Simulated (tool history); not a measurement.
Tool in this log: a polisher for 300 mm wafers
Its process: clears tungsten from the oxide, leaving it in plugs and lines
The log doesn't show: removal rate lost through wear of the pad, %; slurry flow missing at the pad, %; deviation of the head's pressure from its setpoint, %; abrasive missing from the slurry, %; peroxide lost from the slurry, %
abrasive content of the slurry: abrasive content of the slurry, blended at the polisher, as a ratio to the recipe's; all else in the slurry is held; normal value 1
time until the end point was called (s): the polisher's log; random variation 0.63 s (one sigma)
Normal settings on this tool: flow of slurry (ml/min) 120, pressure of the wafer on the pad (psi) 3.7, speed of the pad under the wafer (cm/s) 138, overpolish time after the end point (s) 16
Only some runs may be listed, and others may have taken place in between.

run	hour	flow of slurry (ml/min)	pressure of the wafer on the pad (psi)	speed of the pad under the wafer (cm/s)	abrasive content of the slurry	overpolish time after the end point (s)	wafers since the last listed run	wafers polished on this pad	hours since the slurry nozzle was cleaned	hours since the head pressure was calibrated	hours since the slurry blender was calibrated	hours since the slurry got fresh peroxide	incoming thickness of the incoming film, nm	time until the end point was called (s)
1	0	90	3.7	138	1	16	0	3145	478.5	939.1	143.6	239.1	408	70.8
# hour 37: worn pad replaced by a new one
2	39.8	120	3.7	138	1.1	16	268	21	518.3	978.9	183.4	278.9	395.1	53.5
3	68.5	145	3.7	138	1	16	214	236	547	1007.6	212.1	307.6	401.6	53.1
# hour 118.3: head pressure recalibrated
4	122.9	145	3.7	138	1	16	392	628	601.4	4.6	266.5	362	406	54
5	154.9	90	4.5	184	1.15	16	239	868	633.4	36.6	298.5	394	403	38.3
# hour 190.2: slurry nozzle cleaned
6	207.7	145	2.6	182	1	16	387	1255	17.5	89.4	351.3	446.8	397.1	60.1
# hour 222: slurry tank refilled with fresh slurry and peroxide
# hour 246.7: slurry blender recalibrated
7	263.8	90	3.7	138	1	16	397	1653	73.6	145.5	17.1	41.8	400.9	61.2
8	292.5	135	3.7	166	0.85	16	214	1868	102.3	174.2	45.8	70.5	401.4	49.6
9	349.7	120	3.7	138	1	16	428	2296	159.5	231.4	103	127.7	401.4	60.4
10	435.7	120	3.7	138	1	16	643	2940	245.5	317.4	189	213.7	395.5	62.4
# hour 460.5: worn pad replaced by a new one
11	497.5	105	3.1	118	1.15	16	432	277	307.3	379.2	250.8	275.5	392.3	71.8
12	551.7	120	3.7	168	1.1	23	405	683	361.5	433.4	305	329.7	398.7	45.1
13	592.3	135	3.7	98	1	22	304	987	402.1	474	345.6	370.3	396.4	68.2
# hour 619: slurry blender recalibrated
# hour 638.7: slurry tank refilled with fresh slurry and peroxide
14	640.3	110	3.7	138	0.8	19	336	1324	450.1	522	21.3	1.6	401.7	57.6
15	684.3	120	2.7	138	1.25	19	329	1653	494.1	566	65.3	45.6	405.3	72.4
16	745.3	105	3.7	138	1.1	8	456	2110	555.1	627	126.3	106.6	398.9	59.1
17	796.6	120	4.8	168	1	20	384	2494	606.4	678.3	177.6	157.9	403.3	39.6

Estimate the outcome of run 18 from the log above:
# hour 803.6: worn pad replaced by a new one
# hour 821.2: slurry nozzle cleaned
18	841	120	3.7	160	0.75	16	295	272	19.8	722.7	222	202.3	402.5	?

{"run 18": {"time until the end point was called (s)": 51}}
Take away the tool's hidden state, keep the run-to-run variation as it was, and the same run would have given time until the end point was called (s) 50.6.
